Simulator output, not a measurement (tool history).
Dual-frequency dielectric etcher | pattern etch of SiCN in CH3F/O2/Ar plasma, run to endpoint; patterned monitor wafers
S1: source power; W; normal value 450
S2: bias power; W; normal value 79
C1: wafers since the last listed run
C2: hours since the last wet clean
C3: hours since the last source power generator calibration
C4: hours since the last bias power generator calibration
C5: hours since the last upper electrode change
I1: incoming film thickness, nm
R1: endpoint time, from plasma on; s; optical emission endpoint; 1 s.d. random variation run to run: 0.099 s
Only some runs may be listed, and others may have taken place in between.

{"run": 1, "hour": 0.0, "S1": 450, "S2": 94, "C1": 0, "C2": 382.9, "C3": 2568.9, "C4": 5081.9, "C5": 3197.2, "I1": 7.49, "R1": 17.5}
{"run": 2, "hour": 6.3, "S1": 450, "S2": 94, "C1": 101, "C2": 389.2, "C3": 2575.2, "C4": 5088.2, "C5": 3203.5, "I1": 7.45, "R1": 17.6}
{"run": 3, "hour": 16.0, "S1": 450, "S2": 79, "C1": 156, "C2": 398.9, "C3": 2584.9, "C4": 5097.9, "C5": 3213.2, "I1": 7.48, "R1": 18.5}
{"run": 4, "hour": 30.2, "S1": 450, "S2": 79, "C1": 229, "C2": 413.1, "C3": 2599.1, "C4": 5112.1, "C5": 3227.4, "I1": 7.61, "R1": 18.9}
{"run": 5, "hour": 46.0, "S1": 450, "S2": 79, "C1": 255, "C2": 428.9, "C3": 2614.9, "C4": 5127.9, "C5": 3243.2, "I1": 7.51, "R1": 18.4}
{"hour": 76.8, "done": "wet clean of the chamber"}
{"run": 6, "hour": 77.3, "S1": 450, "S2": 88, "C1": 117, "C2": 0.5, "C3": 2646.2, "C4": 5159.2, "C5": 3274.5, "I1": 7.43, "R1": 17.8}
{"run": 7, "hour": 77.7, "S1": 540, "S2": 79, "C1": 6, "C2": 0.9, "C3": 2646.6, "C4": 5159.6, "C5": 3274.9, "I1": 7.45, "R1": 17.4}
{"hour": 94.3, "done": "source power generator calibrated"}
{"hour": 115.8, "done": "upper electrode replaced"}
{"run": 8, "hour": 116.3, "S1": 540, "S2": 79, "C1": 210, "C2": 39.5, "C3": 22, "C4": 5198.2, "C5": 0.5, "I1": 7.5, "R1": 17.6}
{"run": 9, "hour": 116.7, "S1": 450, "S2": 79, "C1": 6, "C2": 39.9, "C3": 22.4, "C4": 5198.6, "C5": 0.9, "I1": 7.48, "R1": 18.6}
{"run": 10, "hour": 117.0, "S1": 520, "S2": 60, "C1": 4, "C2": 40.2, "C3": 22.7, "C4": 5198.9, "C5": 1.2, "I1": 7.52, "R1": 19.1}
{"run": 11, "hour": 130.8, "S1": 560, "S2": 71, "C1": 222, "C2": 54, "C3": 36.5, "C4": 5212.7, "C5": 15, "I1": 7.46, "R1": 17.9}
{"hour": 140.7, "done": "bias power generator calibrated"}
{"run": 12, "hour": 144.6, "S1": 390, "S2": 67, "C1": 158, "C2": 67.8, "C3": 50.3, "C4": 3.9, "C5": 28.8, "I1": 7.53, "R1": 20.3}
{"run": 13, "hour": 161.9, "S1": 550, "S2": 94, "C1": 279, "C2": 85.1, "C3": 67.6, "C4": 21.2, "C5": 46.1, "I1": 7.44, "R1": 16.5}
{"run": 14, "hour": 177.1, "S1": 540, "S2": 69, "C1": 245, "C2": 100.3, "C3": 82.8, "C4": 36.4, "C5": 61.3, "I1": 7.47, "R1": 18.2}
{"run": 15, "hour": 185.5, "S1": 540, "S2": 62, "C1": 135, "C2": 108.7, "C3": 91.2, "C4": 44.8, "C5": 69.7, "I1": 7.55, "R1": 18.8}
{"run": 16, "hour": 194.9, "S1": 370, "S2": 79, "C1": 151, "C2": 118.1, "C3": 100.6, "C4": 54.2, "C5": 79.1, "I1": 7.53, "R1": 19.7}
{"run": 17, "hour": 212.8, "S1": 540, "S2": 73, "C1": 289, "C2": 136, "C3": 118.5, "C4": 72.1, "C5": 97, "I1": 7.55, "R1": 18.1}

Forecast each of these 3 alternatives for the next run:
{"run": "A", "hour": 213.2, "S1": 450, "S2": 60, "C1": 6, "C2": 136.4, "C3": 118.9, "C4": 72.5, "C5": 97.4, "I1": 7.48, "R1": "?"}
{"run": "B", "hour": 213.2, "S1": 500, "S2": 71, "C1": 6, "C2": 136.4, "C3": 118.9, "C4": 72.5, "C5": 97.4, "I1": 7.48, "R1": "?"}
{"run": "C", "hour": 213.2, "S1": 450, "S2": 73, "C1": 6, "C2": 136.4, "C3": 118.9, "C4": 72.5, "C5": 97.4, "I1": 7.48, "R1": "?"}

run=A R1=19.8
run=B R1=18.3
run=C R1=18.8
What these runs would have given with no unlogged condition in the tool:
run=A R1=19.8
run=B R1=18.3
run=C R1=18.8
